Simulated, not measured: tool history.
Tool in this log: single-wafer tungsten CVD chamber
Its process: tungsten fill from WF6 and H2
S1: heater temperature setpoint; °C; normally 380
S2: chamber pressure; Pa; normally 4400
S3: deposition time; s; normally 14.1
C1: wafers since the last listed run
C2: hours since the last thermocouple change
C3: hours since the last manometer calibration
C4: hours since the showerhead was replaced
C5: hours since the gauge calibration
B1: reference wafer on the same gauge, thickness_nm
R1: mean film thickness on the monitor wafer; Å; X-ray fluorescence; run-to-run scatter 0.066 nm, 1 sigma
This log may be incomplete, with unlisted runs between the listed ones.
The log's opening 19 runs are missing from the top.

| run | hour | S1 | S2 | S3 | C1 | C2 | C3 | C4 | C5 | B1 | R1 |
|---|---|---|---|---|---|---|---|---|---|---|---|
|  | 268.3 | gauge calibrated |
|  | 276.3 | capacitance manometer re-zeroed and calibrated |
| 20 | 283.4 | 380 | 4400 | 14.1 | 235 | 90.1 | 7.1 | 3823.1 | 15.1 | 28.512 | 270.74 |
|  | 295.7 | showerhead replaced |
| 21 | 296.2 | 380 | 4400 | 14.1 | 121 | 102.9 | 19.9 | 0.5 | 27.9 | 28.504 | 271.02 |
| 22 | 302.3 | 393 | 3773 | 12.1 | 154 | 109 | 26 | 6.6 | 34 | 28.479 | 288.95 |
| 23 | 348.1 | 380 | 4400 | 14.1 | 1157 | 154.8 | 71.8 | 52.4 | 79.8 | 28.48 | 271.9 |
| 24 | 357.4 | 380 | 4400 | 14.1 | 235 | 164.1 | 81.1 | 61.7 | 89.1 | 28.484 | 270.27 |
| 25 | 368.6 | 380 | 4920 | 15.3 | 283 | 175.3 | 92.3 | 72.9 | 100.3 | 28.5 | 309.82 |
| 26 | 394.6 | 389 | 4893 | 16.6 | 657 | 201.3 | 118.3 | 98.9 | 126.3 | 28.499 | 410.75 |
| 27 | 409.1 | 380 | 4400 | 14.1 | 366 | 215.8 | 132.8 | 113.4 | 140.8 | 28.475 | 270.93 |
| 28 | 421.8 | 391 | 3506 | 16.4 | 321 | 228.5 | 145.5 | 126.1 | 153.5 | 28.473 | 360.51 |
| 29 | 437.5 | 380 | 4400 | 14.1 | 396 | 244.2 | 161.2 | 141.8 | 169.2 | 28.508 | 269.85 |
| 30 | 453 | 367 | 4040 | 11.4 | 391 | 259.7 | 176.7 | 157.3 | 184.7 | 28.485 | 153.94 |
| 31 | 465.6 | 392 | 5386 | 16.3 | 318 | 272.3 | 189.3 | 169.9 | 197.3 | 28.513 | 449.85 |
| 32 | 482 | 380 | 4013 | 14.1 | 414 | 288.7 | 205.7 | 186.3 | 213.7 | 28.499 | 259.96 |
| 33 | 494.6 | 380 | 3906 | 11.8 | 318 | 301.3 | 218.3 | 198.9 | 226.3 | 28.509 | 213.79 |

Here are 5 independent what-if runs from the current tool condition. What would each one return?
| A | 495 | 380 | 5120 | 14.1 | 10 | 301.7 | 218.7 | 199.3 | 226.7 | ? | ? |
| B | 495 | 385 | 3946 | 15.6 | 10 | 301.7 | 218.7 | 199.3 | 226.7 | ? | ? |
| C | 495 | 380 | 4400 | 13.2 | 10 | 301.7 | 218.7 | 199.3 | 226.7 | ? | ? |
| D | 495 | 390 | 4400 | 14.1 | 10 | 301.7 | 218.7 | 199.3 | 226.7 | ? | ? |
| E | 495 | 393 | 4400 | 14.1 | 10 | 301.7 | 218.7 | 199.3 | 226.7 | ? | ? |

| run | B1 | R1 |
|---|---|---|
| A | 28.492 | 289.69 |
| B | 28.492 | 317.68 |
| C | 28.492 | 252.42 |
| D | 28.492 | 337.78 |
| E | 28.492 | 360.36 |
Without the tool's unlogged condition, the same runs would have read:
| run | R1 |
|---|---|
| A | 289.69 |
| B | 317.68 |
| C | 252.42 |
| D | 337.78 |
| E | 360.36 |
